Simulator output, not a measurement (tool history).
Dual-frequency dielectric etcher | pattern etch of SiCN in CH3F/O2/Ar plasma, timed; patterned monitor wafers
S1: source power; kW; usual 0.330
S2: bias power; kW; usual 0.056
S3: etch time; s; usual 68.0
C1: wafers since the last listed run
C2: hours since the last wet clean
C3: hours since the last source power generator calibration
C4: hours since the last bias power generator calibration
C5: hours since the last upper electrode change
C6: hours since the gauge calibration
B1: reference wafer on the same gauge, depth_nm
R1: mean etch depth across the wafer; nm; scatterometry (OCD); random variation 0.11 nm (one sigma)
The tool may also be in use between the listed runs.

run 1 hour=0.0 | S1=0.330 S2=0.050 S3=68.0 | C1=0 C2=297.9 C3=5308.4 C4=4207.4 C5=5319.4 C6=256.0 | B1=21.29 | R1=20.70
run 2 hour=20.0 | S1=0.330 S2=0.050 S3=68.0 | C1=266 C2=317.9 C3=5328.4 C4=4227.4 C5=5339.4 C6=276.0 | B1=21.32 | R1=20.39
run 3 hour=34.0 | S1=0.330 S2=0.056 S3=68.0 | C1=186 C2=331.9 C3=5342.4 C4=4241.4 C5=5353.4 C6=290.0 | B1=21.32 | R1=21.26
run 4 hour=67.6 | S1=0.330 S2=0.056 S3=68.0 | C1=447 C2=365.5 C3=5376.0 C4=4275.0 C5=5387.0 C6=323.6 | B1=21.30 | R1=21.35
run 5 hour=85.7 | S1=0.330 S2=0.056 S3=68.0 | C1=241 C2=383.6 C3=5394.1 C4=4293.1 C5=5405.1 C6=341.7 | B1=21.29 | R1=21.39
run 6 hour=121.6 | S1=0.330 S2=0.056 S3=68.0 | C1=478 C2=419.5 C3=5430.0 C4=4329.0 C5=5441.0 C6=377.6 | B1=21.29 | R1=21.49
run 7 hour=152.7 | S1=0.330 S2=0.056 S3=68.0 | C1=414 C2=450.6 C3=5461.1 C4=4360.1 C5=5472.1 C6=408.7 | B1=21.31 | R1=21.34
run 8 hour=178.7 | S1=0.330 S2=0.061 S3=68.0 | C1=346 C2=476.6 C3=5487.1 C4=4386.1 C5=5498.1 C6=434.7 | B1=21.27 | R1=21.95
run 9 hour=196.8 | S1=0.330 S2=0.061 S3=68.0 | C1=241 C2=494.7 C3=5505.2 C4=4404.2 C5=5516.2 C6=452.8 | B1=21.29 | R1=21.97
-- hour=237.7 upper electrode replaced
run 10 hour=238.2 | S1=0.330 S2=0.056 S3=68.0 | C1=231 C2=536.1 C3=5546.6 C4=4445.6 C5=0.5 C6=494.2 | B1=21.31 | R1=21.43
-- hour=243.7 bias power generator calibrated
run 11 hour=260.4 | S1=0.330 S2=0.056 S3=68.0 | C1=242 C2=558.3 C3=5568.8 C4=16.7 C5=22.7 C6=516.4 | B1=21.30 | R1=21.67
run 12 hour=293.8 | S1=0.330 S2=0.056 S3=68.0 | C1=444 C2=591.7 C3=5602.2 C4=50.1 C5=56.1 C6=549.8 | B1=21.28 | R1=21.75
run 13 hour=327.5 | S1=0.330 S2=0.065 S3=68.0 | C1=448 C2=625.4 C3=5635.9 C4=83.8 C5=89.8 C6=583.5 | B1=21.27 | R1=22.59
-- hour=343.2 source power generator calibrated
-- hour=352.3 wet clean of the chamber
run 14 hour=357.6 | S1=0.330 S2=0.056 S3=68.0 | C1=226 C2=5.3 C3=14.4 C4=113.9 C5=119.9 C6=613.6 | B1=21.32 | R1=20.98
run 15 hour=385.3 | S1=0.360 S2=0.044 S3=61.5 | C1=368 C2=33.0 C3=42.1 C4=141.6 C5=147.6 C6=641.3 | B1=21.28 | R1=18.04
run 16 hour=408.3 | S1=0.260 S2=0.056 S3=68.0 | C1=306 C2=56.0 C3=65.1 C4=164.6 C5=170.6 C6=664.3 | B1=21.29 | R1=19.29
-- hour=422.5 gauge calibrated
run 17 hour=423.7 | S1=0.310 S2=0.047 S3=83.5 | C1=205 C2=71.4 C3=80.5 C4=180.0 C5=186.0 C6=1.2 | B1=21.29 | R1=24.16
run 18 hour=442.5 | S1=0.330 S2=0.060 S3=75.0 | C1=250 C2=90.2 C3=99.3 C4=198.8 C5=204.8 C6=20.0 | B1=21.32 | R1=23.47
run 19 hour=460.8 | S1=0.330 S2=0.056 S3=48.5 | C1=243 C2=108.5 C3=117.6 C4=217.1 C5=223.1 C6=38.3 | B1=21.30 | R1=14.97
run 20 hour=516.0 | S1=0.330 S2=0.056 S3=68.0 | C1=735 C2=163.7 C3=172.8 C4=272.3 C5=278.3 C6=93.5 | B1=21.29 | R1=21.05
run 21 hour=542.6 | S1=0.330 S2=0.043 S3=82.0 | C1=354 C2=190.3 C3=199.4 C4=298.9 C5=304.9 C6=120.1 | B1=21.31 | R1=23.54
run 22 hour=569.2 | S1=0.330 S2=0.056 S3=83.5 | C1=354 C2=216.9 C3=226.0 C4=325.5 C5=331.5 C6=146.7 | B1=21.31 | R1=25.84

5 ways to go on from here, each from the tool as it stands after run 22. What would each give?
run A hour=569.6 | S1=0.330 S2=0.070 S3=68.0 | C1=5 C2=217.3 C3=226.4 C4=325.9 C5=331.9 C6=147.1 | B1=? | R1=?
run B hour=569.6 | S1=0.350 S2=0.056 S3=68.0 | C1=5 C2=217.3 C3=226.4 C4=325.9 C5=331.9 C6=147.1 | B1=? | R1=?
run C hour=569.6 | S1=0.410 S2=0.056 S3=76.5 | C1=5 C2=217.3 C3=226.4 C4=325.9 C5=331.9 C6=147.1 | B1=? | R1=?
run D hour=569.6 | S1=0.350 S2=0.048 S3=86.5 | C1=5 C2=217.3 C3=226.4 C4=325.9 C5=331.9 C6=147.1 | B1=? | R1=?
run E hour=569.6 | S1=0.330 S2=0.056 S3=47.5 | C1=5 C2=217.3 C3=226.4 C4=325.9 C5=331.9 C6=147.1 | B1=? | R1=?

run=A B1=21.29 R1=22.76
run=B B1=21.29 R1=21.66
run=C B1=21.29 R1=25.65
run=D B1=21.29 R1=26.36
run=E B1=21.29 R1=14.85
Without the tool's hidden state the same runs would have given:
run=A R1=22.51
run=B R1=21.42
run=C R1=25.37
run=D R1=26.07
run=E R1=14.68
